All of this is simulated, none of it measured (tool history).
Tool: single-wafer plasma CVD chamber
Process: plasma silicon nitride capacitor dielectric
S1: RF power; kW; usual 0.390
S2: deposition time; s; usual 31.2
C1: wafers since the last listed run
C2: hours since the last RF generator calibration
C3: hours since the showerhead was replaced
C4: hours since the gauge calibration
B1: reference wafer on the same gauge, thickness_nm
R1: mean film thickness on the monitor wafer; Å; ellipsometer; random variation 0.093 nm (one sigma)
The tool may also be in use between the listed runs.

{"run": 1, "day": 0.0, "S1": 0.415, "S2": 29.3, "C1": 0, "C2": 1202.6, "C3": 4447.4, "C4": 549.9, "B1": 50.167, "R1": 407.05}
{"run": 2, "day": 2.25, "S1": 0.415, "S2": 29.3, "C1": 805, "C2": 1256.6, "C3": 4501.4, "C4": 603.9, "B1": 50.168, "R1": 404.86}
{"run": 3, "day": 4.042, "S1": 0.39, "S2": 31.2, "C1": 641, "C2": 1299.6, "C3": 4544.4, "C4": 646.9, "B1": 50.218, "R1": 425.65}
{"run": 4, "day": 5.838, "S1": 0.39, "S2": 31.2, "C1": 642, "C2": 1342.7, "C3": 4587.5, "C4": 690.0, "B1": 50.181, "R1": 425.52}
{"run": 5, "day": 7.675, "S1": 0.39, "S2": 31.2, "C1": 657, "C2": 1386.8, "C3": 4631.6, "C4": 734.1, "B1": 50.174, "R1": 425.12}
{"run": 6, "day": 9.575, "S1": 0.39, "S2": 31.2, "C1": 680, "C2": 1432.4, "C3": 4677.2, "C4": 779.7, "B1": 50.186, "R1": 423.39}
{"run": 7, "day": 17.796, "S1": 0.39, "S2": 31.2, "C1": 2943, "C2": 1629.7, "C3": 4874.5, "C4": 977.0, "B1": 50.189, "R1": 423.19}
{"run": 8, "day": 20.667, "S1": 0.39, "S2": 31.2, "C1": 1027, "C2": 1698.6, "C3": 4943.4, "C4": 1045.9, "B1": 50.188, "R1": 423.17}
{"run": 9, "day": 22.412, "S1": 0.39, "S2": 31.2, "C1": 625, "C2": 1740.5, "C3": 4985.3, "C4": 1087.8, "B1": 50.21, "R1": 421.58}
{"day": 24.4, "done": "RF generator calibrated"}
{"run": 10, "day": 24.779, "S1": 0.39, "S2": 29.3, "C1": 728, "C2": 9.1, "C3": 5042.1, "C4": 1144.6, "B1": 50.189, "R1": 402.94}
{"run": 11, "day": 27.188, "S1": 0.39, "S2": 31.2, "C1": 862, "C2": 66.9, "C3": 5099.9, "C4": 1202.4, "B1": 50.165, "R1": 429.55}
{"day": 28.433, "done": "showerhead replaced, of another model than before"}
{"run": 12, "day": 29.425, "S1": 0.39, "S2": 31.2, "C1": 681, "C2": 120.6, "C3": 23.8, "C4": 1256.1, "B1": 50.211, "R1": 429.8}
{"run": 13, "day": 31.312, "S1": 0.43, "S2": 28.2, "C1": 675, "C2": 165.9, "C3": 69.1, "C4": 1301.4, "B1": 50.177, "R1": 396.04}
{"run": 14, "day": 33.6, "S1": 0.39, "S2": 31.2, "C1": 819, "C2": 220.8, "C3": 124.0, "C4": 1356.3, "B1": 50.157, "R1": 429.47}
{"run": 15, "day": 35.5, "S1": 0.39, "S2": 31.2, "C1": 680, "C2": 266.4, "C3": 169.6, "C4": 1401.9, "B1": 50.226, "R1": 428.58}
{"run": 16, "day": 42.346, "S1": 0.37, "S2": 31.2, "C1": 2451, "C2": 430.7, "C3": 333.9, "C4": 1566.2, "B1": 50.175, "R1": 425.18}
{"run": 17, "day": 43.683, "S1": 0.36, "S2": 26.8, "C1": 478, "C2": 462.8, "C3": 366.0, "C4": 1598.3, "B1": 50.192, "R1": 363.97}
{"day": 43.712, "done": "gauge calibrated"}
{"run": 18, "day": 50.062, "S1": 0.435, "S2": 27.4, "C1": 2283, "C2": 615.9, "C3": 519.1, "C4": 152.4, "B1": 50.208, "R1": 384.84}
{"run": 19, "day": 51.75, "S1": 0.39, "S2": 26.2, "C1": 604, "C2": 656.4, "C3": 559.6, "C4": 192.9, "B1": 50.182, "R1": 360.64}
{"run": 20, "day": 53.9, "S1": 0.39, "S2": 31.2, "C1": 769, "C2": 708.0, "C3": 611.2, "C4": 244.5, "B1": 50.239, "R1": 427.74}
{"run": 21, "day": 56.725, "S1": 0.445, "S2": 27.4, "C1": 1011, "C2": 775.8, "C3": 679.0, "C4": 312.3, "B1": 50.191, "R1": 385.5}
{"run": 22, "day": 58.0, "S1": 0.325, "S2": 31.2, "C1": 456, "C2": 806.4, "C3": 709.6, "C4": 342.9, "B1": 50.236, "R1": 417.12}
{"run": 23, "day": 59.988, "S1": 0.39, "S2": 31.2, "C1": 711, "C2": 854.1, "C3": 757.3, "C4": 390.6, "B1": 50.162, "R1": 428.53}
{"run": 24, "day": 62.979, "S1": 0.39, "S2": 31.2, "C1": 1071, "C2": 925.9, "C3": 829.1, "C4": 462.4, "B1": 50.214, "R1": 427.83}

5 ways to go on from here, each from the tool as it stands after run 24. What would each give?
{"run": "A", "day": 62.996, "S1": 0.39, "S2": 33.7, "C1": 5, "C2": 926.3, "C3": 829.5, "C4": 462.8, "B1": "?", "R1": "?"}
{"run": "B", "day": 62.996, "S1": 0.455, "S2": 35.5, "C1": 5, "C2": 926.3, "C3": 829.5, "C4": 462.8, "B1": "?", "R1": "?"}
{"run": "C", "day": 62.996, "S1": 0.39, "S2": 36.0, "C1": 5, "C2": 926.3, "C3": 829.5, "C4": 462.8, "B1": "?", "R1": "?"}
{"run": "D", "day": 62.996, "S1": 0.32, "S2": 27.0, "C1": 5, "C2": 926.3, "C3": 829.5, "C4": 462.8, "B1": "?", "R1": "?"}
{"run": "E", "day": 62.996, "S1": 0.44, "S2": 32.8, "C1": 5, "C2": 926.3, "C3": 829.5, "C4": 462.8, "B1": "?", "R1": "?"}

run=A B1=50.191 R1=462.67
run=B B1=50.191 R1=501.80
run=C B1=50.191 R1=494.24
run=D B1=50.191 R1=357.95
run=E B1=50.191 R1=460.64
Without the tool's hidden state the same runs would have given:
run=A R1=464.87
run=B R1=504.19
run=C R1=496.60
run=D R1=359.66
run=E R1=462.83
